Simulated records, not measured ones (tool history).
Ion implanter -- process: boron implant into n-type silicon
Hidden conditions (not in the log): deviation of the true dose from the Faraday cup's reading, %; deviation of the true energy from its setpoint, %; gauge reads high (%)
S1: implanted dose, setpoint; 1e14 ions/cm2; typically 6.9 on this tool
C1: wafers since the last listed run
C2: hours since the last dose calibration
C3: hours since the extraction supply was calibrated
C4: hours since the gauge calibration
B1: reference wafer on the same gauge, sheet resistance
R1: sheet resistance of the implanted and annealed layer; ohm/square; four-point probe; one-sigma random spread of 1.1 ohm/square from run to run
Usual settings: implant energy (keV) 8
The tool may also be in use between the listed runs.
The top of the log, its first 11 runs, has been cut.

run 12 day=12.258 | S1=5.9 implant_energy_(keV)=8 | C1=455 C2=476.5 C3=5197.9 C4=558.5 | B1=217.92 | R1=224.79
run 13 day=12.962 | S1=5.9 implant_energy_(keV)=8 | C1=291 C2=493.4 C3=5214.8 C4=575.4 | B1=218.15 | R1=223.85
run 14 day=13.6 | S1=5.9 implant_energy_(keV)=8 | C1=263 C2=508.7 C3=5230.1 C4=590.7 | B1=217.42 | R1=223.88
-- day=14.179 extraction supply calibrated
run 15 day=14.246 | S1=6.9 implant_energy_(keV)=8 | C1=129 C2=524.2 C3=1.6 C4=606.2 | B1=218.29 | R1=195.91
run 16 day=14.925 | S1=6.9 implant_energy_(keV)=8 | C1=281 C2=540.5 C3=17.9 C4=622.5 | B1=218.08 | R1=198.63
run 17 day=15.546 | S1=8.8 implant_energy_(keV)=9 | C1=256 C2=555.4 C3=32.8 C4=637.4 | B1=218.28 | R1=162.66
run 18 day=16.092 | S1=8.54 implant_energy_(keV)=6 | C1=225 C2=568.5 C3=45.9 C4=650.5 | B1=217.22 | R1=178.15
run 19 day=17 | S1=5.04 implant_energy_(keV)=7.5 | C1=375 C2=590.3 C3=67.7 C4=672.3 | B1=217.77 | R1=259.33
run 20 day=17.642 | S1=8.2 implant_energy_(keV)=10.5 | C1=265 C2=605.7 C3=83.1 C4=687.7 | B1=218.04 | R1=166.45
run 21 day=18.967 | S1=7.59 implant_energy_(keV)=7.5 | C1=548 C2=637.5 C3=114.9 C4=719.5 | B1=218.27 | R1=187.38
run 22 day=19.654 | S1=6.09 implant_energy_(keV)=9 | C1=284 C2=654 C3=131.4 C4=736 | B1=218.15 | R1=216.44
run 23 day=20.392 | S1=5.48 implant_energy_(keV)=8 | C1=305 C2=671.7 C3=149.1 C4=753.7 | B1=218.03 | R1=238.88
run 24 day=21.779 | S1=6.9 implant_energy_(keV)=8 | C1=574 C2=705 C3=182.4 C4=787 | B1=217.88 | R1=198.9
run 25 day=22.446 | S1=6.07 implant_energy_(keV)=9.5 | C1=275 C2=721 C3=198.4 C4=803 | B1=218.54 | R1=216
-- day=22.983 Faraday cup replaced and dose calibrated
run 26 day=23.862 | S1=6.9 implant_energy_(keV)=8 | C1=448 C2=21.1 C3=232.4 C4=837 | B1=217.74 | R1=193.01

Run 27 has not been measured yet. What should we expect?
run 27 day=24.383 | S1=5.71 implant_energy_(keV)=10.5 | C1=215 C2=33.6 C3=244.9 C4=849.5 | B1=? | R1=?

{"run 27": {"B1": 218.11, "R1": 220.41}}
With the hidden condition absent and the run-to-run variation left alone, this run would have shown R1 219.71 ohm/square.
